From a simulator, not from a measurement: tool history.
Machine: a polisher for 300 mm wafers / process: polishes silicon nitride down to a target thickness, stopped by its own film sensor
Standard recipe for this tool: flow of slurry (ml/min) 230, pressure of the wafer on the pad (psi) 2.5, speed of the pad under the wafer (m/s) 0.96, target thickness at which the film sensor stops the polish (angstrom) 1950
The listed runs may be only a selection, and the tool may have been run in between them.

| run | hour | flow of slurry (ml/min) | pressure of the wafer on the pad (psi) | speed of the pad under the wafer (m/s) | target thickness at which the film sensor stops the polish (angstrom) | wafers since the last listed run | wafers polished on this pad | hours since the slurry nozzle was cleaned | hours since the head pressure was calibrated | incoming thickness of the incoming film, nm | time until the film sensor stopped the polish (s) |
|---|---|---|---|---|---|---|---|---|---|---|---|
| 1 | 0 | 230 | 2.5 | 0.96 | 1950 | 0 | 534 | 186.3 | 536.2 | 339.6 | 109 |
| 2 | 13.1 | 230 | 2.5 | 0.96 | 1950 | 128 | 662 | 199.4 | 549.3 | 338.1 | 108.3 |
| 3 | 23.2 | 230 | 2.5 | 0.96 | 1950 | 99 | 761 | 209.5 | 559.4 | 336.5 | 108.8 |
| 4 | 32.6 | 230 | 2.5 | 0.96 | 1950 | 92 | 853 | 218.9 | 568.8 | 340.3 | 119.2 |
|  | 34.9 | slurry nozzle cleaned |
|  | 42.4 | worn pad replaced by a new one |
| 5 | 43.7 | 230 | 2.5 | 0.96 | 1950 | 59 | 12 | 8.8 | 579.9 | 335.1 | 98.5 |
| 6 | 51.1 | 230 | 2.5 | 0.96 | 1950 | 72 | 84 | 16.2 | 587.3 | 342.3 | 104.2 |
| 7 | 57.4 | 230 | 2.5 | 0.96 | 1950 | 61 | 146 | 22.5 | 593.6 | 344.8 | 102.9 |
| 8 | 70.8 | 190 | 2.5 | 0.96 | 1950 | 131 | 278 | 35.9 | 607 | 341.9 | 109.4 |
| 9 | 83.6 | 230 | 2.5 | 0.96 | 1950 | 125 | 403 | 48.7 | 619.8 | 344.4 | 106.1 |
| 10 | 100 | 230 | 2.5 | 0.96 | 1950 | 160 | 564 | 65.1 | 636.2 | 343.1 | 108.2 |
| 11 | 118 | 230 | 2.5 | 0.96 | 1950 | 176 | 741 | 83.1 | 654.2 | 342.4 | 112.9 |
|  | 132.7 | worn pad replaced by a new one |
| 12 | 133.2 | 230 | 2.5 | 0.96 | 1950 | 109 | 5 | 98.3 | 669.4 | 339.7 | 101 |
| 13 | 136.8 | 230 | 2.5 | 0.96 | 1950 | 35 | 40 | 101.9 | 673 | 342.7 | 102 |
|  | 146.9 | head pressure recalibrated |
| 14 | 154.5 | 230 | 2.5 | 0.84 | 1950 | 153 | 194 | 119.6 | 7.6 | 338.7 | 123.3 |
| 15 | 164.8 | 230 | 2.5 | 0.84 | 1950 | 101 | 295 | 129.9 | 17.9 | 341 | 123.1 |
| 16 | 171.2 | 230 | 2.2 | 0.96 | 1790 | 62 | 358 | 136.3 | 24.3 | 337.7 | 143.5 |
| 17 | 184.6 | 230 | 2.5 | 0.96 | 1950 | 131 | 489 | 149.7 | 37.7 | 338.6 | 116.7 |
| 18 | 192.6 | 230 | 2 | 0.96 | 1950 | 78 | 568 | 157.7 | 45.7 | 335.3 | 140.4 |
| 19 | 204.2 | 295 | 2.5 | 0.96 | 1790 | 113 | 681 | 169.3 | 57.3 | 335.4 | 126.9 |
|  | 210 | worn pad replaced by a new one |
| 20 | 214 | 230 | 2.5 | 0.96 | 1950 | 56 | 39 | 179.1 | 67.1 | 344.6 | 112.7 |
| 21 | 223.1 | 230 | 2.5 | 0.96 | 1950 | 89 | 128 | 188.2 | 76.2 | 334.7 | 106.6 |
| 22 | 239.5 | 230 | 2.5 | 0.96 | 1950 | 160 | 289 | 204.6 | 92.6 | 346 | 115.9 |
| 23 | 249.2 | 165 | 2.5 | 0.96 | 1950 | 95 | 384 | 214.3 | 102.3 | 342.2 | 121.9 |
|  | 252.6 | slurry nozzle cleaned |
| 24 | 262.3 | 205 | 2.5 | 0.96 | 1950 | 118 | 503 | 9.7 | 115.4 | 342 | 117.5 |
| 25 | 277 | 230 | 1.7 | 1.12 | 1950 | 144 | 647 | 24.4 | 130.1 | 338.8 | 151.1 |
| 26 | 288.9 | 230 | 2.5 | 0.96 | 1950 | 116 | 763 | 36.3 | 142 | 338.6 | 117.8 |
|  | 299.4 | worn pad replaced by a new one |
| 27 | 304 | 150 | 2.5 | 1.12 | 1780 | 108 | 44 | 51.4 | 157.1 | 339 | 112.2 |
| 28 | 312.8 | 250 | 1.9 | 0.64 | 1950 | 86 | 131 | 60.2 | 165.9 | 333.4 | 180.5 |
| 29 | 325.4 | 230 | 2.1 | 0.96 | 1950 | 123 | 254 | 72.8 | 178.5 | 336.5 | 128.6 |
| 30 | 333.4 | 230 | 2.5 | 0.96 | 1950 | 78 | 333 | 80.8 | 186.5 | 339.7 | 111.5 |
| 31 | 349.8 | 230 | 2.2 | 1.22 | 1590 | 160 | 493 | 97.2 | 202.9 | 337.6 | 127.5 |
| 32 | 367.2 | 280 | 2.5 | 1.1 | 1950 | 170 | 664 | 114.6 | 220.3 | 334.9 | 103.4 |
| 33 | 376.3 | 230 | 2.2 | 1.12 | 1950 | 89 | 753 | 123.7 | 229.4 | 341.6 | 123.7 |

What if the next run were any one of these 5? Each begins from the tool's condition after run 33:
| A | 376.8 | 230 | 2.5 | 0.96 | 1950 | 4 | 758 | 124.2 | 229.9 | 333.3 | ? |
| B | 376.8 | 230 | 1.7 | 0.96 | 1950 | 4 | 758 | 124.2 | 229.9 | 333.3 | ? |
| C | 376.8 | 230 | 2.7 | 1.18 | 2250 | 4 | 758 | 124.2 | 229.9 | 333.3 | ? |
| D | 376.8 | 230 | 2.2 | 1.28 | 1950 | 4 | 758 | 124.2 | 229.9 | 333.3 | ? |
| E | 376.8 | 230 | 2.5 | 1.06 | 1950 | 4 | 758 | 124.2 | 229.9 | 333.3 | ? |

| run | time until the film sensor stopped the polish (s) |
|---|---|
| A | 116.9 |
| B | 171.9 |
| C | 72.3 |
| D | 106.5 |
| E | 108.3 |
Take away the tool's hidden state, keep each run's random variation, and the runs would have read:
| run | time until the film sensor stopped the polish (s) |
|---|---|
| A | 110.5 |
| B | 162.6 |
| C | 68.4 |
| D | 100.7 |
| E | 102.5 |

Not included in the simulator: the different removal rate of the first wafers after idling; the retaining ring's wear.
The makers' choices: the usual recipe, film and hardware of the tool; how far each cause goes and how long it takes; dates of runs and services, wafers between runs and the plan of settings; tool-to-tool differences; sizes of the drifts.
